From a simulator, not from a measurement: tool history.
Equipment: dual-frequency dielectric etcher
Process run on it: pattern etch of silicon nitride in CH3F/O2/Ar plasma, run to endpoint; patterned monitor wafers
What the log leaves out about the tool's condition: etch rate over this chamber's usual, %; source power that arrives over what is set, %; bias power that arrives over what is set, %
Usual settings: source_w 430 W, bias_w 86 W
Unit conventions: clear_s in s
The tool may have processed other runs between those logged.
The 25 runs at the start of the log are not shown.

run,hour,source_w,bias_w,wafers since the last listed run,hours since the last wet clean,hours since the last source power generator calibration,hours since the last bias power generator calibration,hours since the last upper electrode change,"incoming incoming film thickness, nm",clear_s
26,2069.5,430,104,831,322.3,735.7,487.2,692.6,36.4,46.5
27,2136.5,430,66,1083,389.3,802.7,554.2,759.6,36.5,55.6
# hour 2274.7: wet clean of the chamber
28,2307.4,380,102,2375,32.7,973.6,725.1,930.5,35.97,47.5
29,2358.1,380,98,819,83.4,1024.3,775.8,981.2,36.57,49.7
30,2428.8,430,86,1143,154.1,1095,846.5,1051.9,36.42,50.4
31,2507.5,380,103,1272,232.8,1173.7,925.2,1130.6,36.17,48.2
32,2573.4,460,86,1065,298.7,1239.6,991.1,1196.5,36.58,49.4
33,2651.9,500,86,1269,377.2,1318.1,1069.6,1275,36.32,48.3
34,2754.4,390,73,1657,479.7,1420.6,1172.1,1377.5,36.51,56.4

Predict each of these 5 candidate next runs independently; none follows another, all start after run 34:
A,2754.8,370,86,6,480.1,1421,1172.5,1377.9,36.5,?
B,2754.8,320,96,6,480.1,1421,1172.5,1377.9,36.5,?
C,2754.8,460,104,6,480.1,1421,1172.5,1377.9,36.5,?
D,2754.8,330,78,6,480.1,1421,1172.5,1377.9,36.5,?
E,2754.8,490,78,6,480.1,1421,1172.5,1377.9,36.5,?

run,clear_s
A,53.4
B,53.2
C,46.5
D,57.3
E,51.1
What these runs would have given with no unlogged condition in the tool:
run,clear_s
A,52.3
B,52.1
C,45.5
D,56.1
E,50.1
